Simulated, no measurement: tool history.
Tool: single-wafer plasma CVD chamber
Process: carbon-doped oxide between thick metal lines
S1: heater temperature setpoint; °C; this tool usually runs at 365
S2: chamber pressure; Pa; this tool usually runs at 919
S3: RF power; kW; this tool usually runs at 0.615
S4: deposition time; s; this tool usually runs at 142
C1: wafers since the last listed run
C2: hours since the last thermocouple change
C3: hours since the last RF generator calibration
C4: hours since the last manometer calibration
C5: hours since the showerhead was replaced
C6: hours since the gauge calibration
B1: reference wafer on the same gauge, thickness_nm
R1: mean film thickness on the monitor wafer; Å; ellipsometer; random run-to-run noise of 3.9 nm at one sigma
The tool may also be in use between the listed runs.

{"run": 1, "hour": 0.0, "S1": 365, "S2": 1004, "S3": 0.53, "S4": 142, "C1": 0, "C2": 2486.7, "C3": 969, "C4": 905.8, "C5": 2404.4, "C6": 99.8, "B1": 760.313, "R1": 7173.19}
{"run": 2, "hour": 35.6, "S1": 365, "S2": 919, "S3": 0.615, "S4": 142, "C1": 475, "C2": 2522.3, "C3": 1004.6, "C4": 941.4, "C5": 2440, "C6": 135.4, "B1": 762.389, "R1": 7946.77}
{"run": 3, "hour": 67.4, "S1": 365, "S2": 919, "S3": 0.615, "S4": 142, "C1": 425, "C2": 2554.1, "C3": 1036.4, "C4": 973.2, "C5": 2471.8, "C6": 167.2, "B1": 761.784, "R1": 7993.74}
{"run": 4, "hour": 85.8, "S1": 365, "S2": 919, "S3": 0.615, "S4": 142, "C1": 245, "C2": 2572.5, "C3": 1054.8, "C4": 991.6, "C5": 2490.2, "C6": 185.6, "B1": 761.756, "R1": 7983.4}
{"run": 5, "hour": 108.2, "S1": 365, "S2": 919, "S3": 0.615, "S4": 142, "C1": 299, "C2": 2594.9, "C3": 1077.2, "C4": 1014, "C5": 2512.6, "C6": 208, "B1": 762.4, "R1": 8011.21}
{"run": 6, "hour": 131.3, "S1": 365, "S2": 919, "S3": 0.615, "S4": 142, "C1": 308, "C2": 2618, "C3": 1100.3, "C4": 1037.1, "C5": 2535.7, "C6": 231.1, "B1": 760.316, "R1": 8040.23}
{"run": 7, "hour": 148.1, "S1": 365, "S2": 919, "S3": 0.615, "S4": 142, "C1": 224, "C2": 2634.8, "C3": 1117.1, "C4": 1053.9, "C5": 2552.5, "C6": 247.9, "B1": 762.337, "R1": 7973.39}
{"hour": 149.7, "done": "gauge calibrated"}
{"hour": 171.6, "done": "thermocouple changed; heater temperature recalibrated"}
{"run": 8, "hour": 178.7, "S1": 365, "S2": 919, "S3": 0.615, "S4": 142, "C1": 302, "C2": 7.1, "C3": 1147.7, "C4": 1084.5, "C5": 2583.1, "C6": 29, "B1": 761.912, "R1": 7985.13}
{"run": 9, "hour": 208.6, "S1": 365, "S2": 919, "S3": 0.615, "S4": 142, "C1": 399, "C2": 37, "C3": 1177.6, "C4": 1114.4, "C5": 2613, "C6": 58.9, "B1": 760.647, "R1": 7991.91}
{"hour": 222.0, "done": "capacitance manometer re-zeroed and calibrated"}
{"run": 10, "hour": 222.5, "S1": 365, "S2": 919, "S3": 0.615, "S4": 142, "C1": 78, "C2": 50.9, "C3": 1191.5, "C4": 0.5, "C5": 2626.9, "C6": 72.8, "B1": 761.051, "R1": 8011.02}
{"run": 11, "hour": 258.5, "S1": 365, "S2": 760, "S3": 0.545, "S4": 142, "C1": 481, "C2": 86.9, "C3": 1227.5, "C4": 36.5, "C5": 2662.9, "C6": 108.8, "B1": 761.876, "R1": 7204.86}
{"run": 12, "hour": 272.2, "S1": 361, "S2": 1051, "S3": 0.615, "S4": 132, "C1": 183, "C2": 100.6, "C3": 1241.2, "C4": 50.2, "C5": 2676.6, "C6": 122.5, "B1": 760.526, "R1": 7541.03}
{"run": 13, "hour": 307.8, "S1": 357, "S2": 1056, "S3": 0.685, "S4": 127, "C1": 475, "C2": 136.2, "C3": 1276.8, "C4": 85.8, "C5": 2712.2, "C6": 158.1, "B1": 759.454, "R1": 7838.58}
{"hour": 322.3, "done": "RF generator calibrated"}
{"hour": 328.0, "done": "showerhead replaced"}
{"run": 14, "hour": 328.5, "S1": 365, "S2": 919, "S3": 0.615, "S4": 142, "C1": 93, "C2": 156.9, "C3": 6.2, "C4": 106.5, "C5": 0.5, "C6": 178.8, "B1": 761.135, "R1": 8056.86}
{"run": 15, "hour": 346.9, "S1": 365, "S2": 817, "S3": 0.68, "S4": 142, "C1": 245, "C2": 175.3, "C3": 24.6, "C4": 124.9, "C5": 18.9, "C6": 197.2, "B1": 761.664, "R1": 8449.64}
{"run": 16, "hour": 364.7, "S1": 365, "S2": 919, "S3": 0.615, "S4": 142, "C1": 237, "C2": 193.1, "C3": 42.4, "C4": 142.7, "C5": 36.7, "C6": 215, "B1": 762.13, "R1": 7966.98}
{"run": 17, "hour": 385.5, "S1": 365, "S2": 919, "S3": 0.615, "S4": 166, "C1": 278, "C2": 213.9, "C3": 63.2, "C4": 163.5, "C5": 57.5, "C6": 235.8, "B1": 760.801, "R1": 9336.03}
{"hour": 415.9, "done": "gauge calibrated"}
{"run": 18, "hour": 416.5, "S1": 365, "S2": 919, "S3": 0.615, "S4": 142, "C1": 414, "C2": 244.9, "C3": 94.2, "C4": 194.5, "C5": 88.5, "C6": 0.6, "B1": 762.005, "R1": 7997.65}
{"run": 19, "hour": 436.4, "S1": 365, "S2": 985, "S3": 0.55, "S4": 142, "C1": 266, "C2": 264.8, "C3": 114.1, "C4": 214.4, "C5": 108.4, "C6": 20.5, "B1": 761.429, "R1": 7361.7}
{"run": 20, "hour": 463.1, "S1": 365, "S2": 919, "S3": 0.615, "S4": 142, "C1": 356, "C2": 291.5, "C3": 140.8, "C4": 241.1, "C5": 135.1, "C6": 47.2, "B1": 761.469, "R1": 8055.94}
{"run": 21, "hour": 488.2, "S1": 379, "S2": 724, "S3": 0.555, "S4": 121, "C1": 335, "C2": 316.6, "C3": 165.9, "C4": 266.2, "C5": 160.2, "C6": 72.3, "B1": 761.65, "R1": 6088.96}

Hidden state at the last listed run before each entry between runs and at the first one after, where it differs:
Logged between run 7 and run 8: gauge calibrated (hour 149.7); thermocouple changed; heater temperature recalibrated (hour 171.6)
  no hidden state differs between the two runs
Logged between run 9 and run 10: capacitance manometer re-zeroed and calibrated (hour 222)
  no hidden state differs between the two runs
Logged between run 13 and run 14: RF generator calibrated (hour 322.3); showerhead replaced (hour 328)
  no hidden state differs between the two runs
Logged between run 17 and run 18: gauge calibrated (hour 415.9)
  no hidden state differs between the two runs
